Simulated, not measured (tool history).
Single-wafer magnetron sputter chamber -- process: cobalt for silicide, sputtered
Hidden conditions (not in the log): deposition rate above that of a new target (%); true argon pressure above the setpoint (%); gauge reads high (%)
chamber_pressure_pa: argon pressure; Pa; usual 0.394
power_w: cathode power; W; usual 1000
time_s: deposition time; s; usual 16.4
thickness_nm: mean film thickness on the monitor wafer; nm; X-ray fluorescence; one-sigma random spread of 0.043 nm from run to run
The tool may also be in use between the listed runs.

run   hour  chamber_pressure_pa  power_w  time_s  wafers since the last listed run  wafers on the sputter target  hours since the last manometer calibration  hours since the magnet pack was replaced  hours since the gauge calibration  read-back reference wafer on the same gauge, thickness_nm  thickness_nm
  1    0.0                0.394     1000    16.4                                 0                           781                                      2272.2                                    3523.6                              389.5                                                      6.667         8.138
  2   30.7                0.394     1000    16.4                               586                          1367                                      2302.9                                    3554.3                              420.2                                                      6.669         8.112
  3   60.0                0.394     1000    16.4                               559                          1927                                      2332.2                                    3583.6                              449.5                                                      6.664         8.155
  4   77.3                0.394     1000    16.4                               330                          2258                                      2349.5                                    3600.9                              466.8                                                      6.680         8.152
  5   89.6                0.394     1000    16.4                               235                          2493                                      2361.8                                    3613.2                              479.1                                                      6.681         8.129
  6  112.4                0.504     1000    16.4                               435                          2928                                      2384.6                                    3636.0                              501.9                                                      6.660         7.708
  7  139.6                0.394     1000    16.4                               519                          3448                                      2411.8                                    3663.2                              529.1                                                      6.644         8.112
  8  160.1                0.394      900    16.4                               391                          3840                                      2432.3                                    3683.7                              549.6                                                      6.661         7.338
  9  174.3                0.394      900    16.4                               271                          4111                                      2446.5                                    3697.9                              563.8                                                      6.668         7.258
 10  202.7                0.394      900    16.4                               542                          4654                                      2474.9                                    3726.3                              592.2                                                      6.667         7.243
     217.6  -- sputter target and shields replaced
 11  236.2                0.394      950    14.6                               487                           354                                      2508.4                                    3759.8                              625.7                                                      6.666         6.827
 12  263.8                0.394      950    14.6                               527                           882                                      2536.0                                    3787.4                              653.3                                                      6.683         6.822
     266.8  -- gauge calibrated
 13  281.2                0.353      950    16.4                               332                          1214                                      2553.4                                    3804.8                               14.4                                                      6.670         7.795
     312.8  -- magnet pack replaced
 14  315.1                0.347      950    15.4                               494                          1709                                      2587.3                                       2.3                               48.3                                                      6.683         7.391
 15  329.9                0.394     1000    16.4                               282                          1992                                      2602.1                                      17.1                               63.1                                                      6.678         8.152
     352.9  -- capacitance manometer re-zeroed and calibrated
 16  358.5                0.517     1000    17.9                               393                          2386                                         5.6                                      45.7                               91.7                                                      6.654         8.373
 17  372.2                0.394     1000    16.4                               261                          2647                                        19.3                                      59.4                              105.4                                                      6.676         8.108
 18  387.5                0.394     1150    19.6                               292                          2940                                        34.6                                      74.7                              120.7                                                      6.678        11.076
 19  399.6                0.498     1000    16.4                               231                          3171                                        46.7                                      86.8                              132.8                                                      6.676         7.700
 20  424.3                0.250      750    16.4                               471                          3643                                        71.4                                     111.5                              157.5                                                      6.653         6.466
 21  447.3                0.394      750    19.5                               439                          4082                                        94.4                                     134.5                              180.5                                                      6.663         7.254
     480.4  -- sputter target and shields replaced
 22  480.9                0.498      750    16.4                               489                            10                                       128.0                                     168.1                              214.1                                                      6.659         5.835
 23  505.8                0.507      750    18.1                               475                           485                                       152.9                                     193.0                              239.0                                                      6.665         6.395
 24  529.4                0.394     1000    16.4                               450                           936                                       176.5                                     216.6                              262.6                                                      6.678         8.131
 25  546.1                0.495     1050    15.3                               319                          1255                                       193.2                                     233.3                              279.3                                                      6.691         7.584

Branching from run 25: 4 alternative next runs. What would each branch give?
  A  546.5                0.394     1000    16.4                                 7                          1263                                       193.6                                     233.7                              279.7                                                          ?             ?
  B  546.5                0.350     1000    18.3                                 7                          1263                                       193.6                                     233.7                              279.7                                                          ?             ?
  C  546.5                0.299     1000    16.4                                 7                          1263                                       193.6                                     233.7                              279.7                                                          ?             ?
  D  546.5                0.394     1000    18.5                                 7                          1263                                       193.6                                     233.7                              279.7                                                          ?             ?

run  read-back reference wafer on the same gauge, thickness_nm  thickness_nm
  A                                                      6.669         8.221
  B                                                      6.669         9.347
  C                                                      6.669         8.561
  D                                                      6.669         9.274
Without the tool's hidden state the same runs would have given:
run  thickness_nm
  A         8.221
  B         9.347
  C         8.561
  D         9.274
